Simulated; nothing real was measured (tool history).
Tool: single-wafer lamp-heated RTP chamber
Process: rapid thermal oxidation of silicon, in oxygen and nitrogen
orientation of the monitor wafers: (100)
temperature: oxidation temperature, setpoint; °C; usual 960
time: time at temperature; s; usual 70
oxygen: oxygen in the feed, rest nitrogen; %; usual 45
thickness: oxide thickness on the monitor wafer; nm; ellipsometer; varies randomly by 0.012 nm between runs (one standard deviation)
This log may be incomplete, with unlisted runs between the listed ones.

| run | hour | temperature | time | oxygen | read-back reference wafer on the same gauge, thickness | thickness |
|---|---|---|---|---|---|---|
| 1 | 0 | 942 | 53 | 45 | 3.289 | 3.177 |
| 2 | 31.4 | 960 | 70 | 45 | 3.291 | 3.889 |
|  | 56.4 | pyrometer window cleaned and pyrometer calibrated |
| 3 | 56.9 | 960 | 70 | 45 | 3.291 | 3.804 |
| 4 | 84.3 | 950 | 70 | 45 | 3.288 | 3.624 |
| 5 | 106.3 | 950 | 70 | 45 | 3.29 | 3.632 |
| 6 | 128.1 | 950 | 70 | 45 | 3.291 | 3.627 |
| 7 | 152 | 952 | 70 | 45 | 3.29 | 3.693 |
| 8 | 165.4 | 952 | 70 | 45 | 3.29 | 3.691 |
| 9 | 199.2 | 952 | 70 | 45 | 3.289 | 3.668 |
| 10 | 241.4 | 983 | 70 | 45 | 3.289 | 4.526 |
| 11 | 263.4 | 983 | 70 | 45 | 3.291 | 4.521 |
|  | 277.4 | pyrometer window cleaned and pyrometer calibrated |
| 12 | 283.7 | 960 | 70 | 45 | 3.287 | 3.819 |
| 13 | 318 | 960 | 70 | 45 | 3.291 | 3.856 |
| 14 | 353.9 | 960 | 70 | 45 | 3.288 | 3.866 |
| 15 | 372.5 | 968 | 70 | 56 | 3.291 | 4.342 |
| 16 | 399.1 | 968 | 70 | 56 | 3.29 | 4.35 |
| 17 | 432.4 | 960 | 53 | 45 | 3.289 | 3.505 |
|  | 448 | oxygen flow controller replaced |
| 18 | 460.7 | 975 | 70 | 71 | 3.289 | 4.946 |
|  | 476.1 | pyrometer window cleaned and pyrometer calibrated |
| 19 | 526.9 | 948 | 37 | 37 | 3.291 | 2.826 |
| 20 | 550.9 | 960 | 70 | 45 | 3.291 | 3.865 |
| 21 | 569.7 | 949 | 85 | 24 | 3.29 | 3.294 |
| 22 | 601.4 | 960 | 84 | 37 | 3.289 | 3.944 |
| 23 | 626.4 | 948 | 54 | 45 | 3.291 | 3.299 |
|  | 663.8 | gauge calibrated |
|  | 671.5 | pyrometer window cleaned and pyrometer calibrated |
| 24 | 672 | 960 | 70 | 45 | 3.289 | 3.815 |
| 25 | 681 | 960 | 55 | 55 | 3.289 | 3.685 |
| 26 | 734.1 | 960 | 70 | 69 | 3.29 | 4.362 |
| 27 | 765.9 | 981 | 45 | 26 | 3.29 | 3.248 |
| 28 | 790.4 | 930 | 70 | 54 | 3.29 | 3.381 |
| 29 | 815.5 | 960 | 70 | 54 | 3.29 | 4.055 |
| 30 | 839.2 | 982 | 105 | 64 | 3.291 | 5.95 |
| 31 | 867.7 | 960 | 70 | 45 | 3.291 | 3.888 |
|  | 891 | pyrometer window cleaned and pyrometer calibrated |
| 32 | 902 | 952 | 70 | 45 | 3.29 | 3.605 |
| 33 | 920.2 | 942 | 53 | 45 | 3.29 | 3.134 |
| 34 | 954.2 | 931 | 89 | 45 | 3.29 | 3.542 |
| 35 | 969.2 | 960 | 70 | 45 | 3.292 | 3.875 |
| 36 | 990.4 | 960 | 70 | 25 | 3.289 | 3.331 |
| 37 | 1012.8 | 948 | 39 | 45 | 3.29 | 2.98 |

Pick out some run-to-run changes in thickness. Of each, how much would a tool without hidden state show as well, from the settings, what came in and chance, and how much is left for the hidden state and any gauge scatter not in both results compared?
Unlogged tool condition in this case: true wafer temperature minus pyrometer reading, K; deviation of the oxygen flow from its setpoint, %; gauge reads high (%).
Run 2 -> 3: pyrometer window cleaned and pyrometer calibrated. thickness -0.085 nm: hidden state -0.079, all else -0.006.
Run 11 -> 12: temperature 983 -> 960, pyrometer window cleaned and pyrometer calibrated. thickness -0.702 nm: hidden state -0.088, all else -0.614.
Run 18 -> 19: temperature 975 -> 948, time 70 -> 37, oxygen 71 -> 37, pyrometer window cleaned and pyrometer calibrated. thickness -2.12 nm: hidden state -0.11, all else -2.01.
Run 29 -> 30: temperature 960 -> 982, time 70 -> 105, oxygen 54 -> 64. thickness +1.895 nm: hidden state +0.058, all else +1.837.
Run 30 -> 31: temperature 982 -> 960, time 105 -> 70, oxygen 64 -> 45. thickness -2.062 nm: hidden state -0.059, all else -2.003.
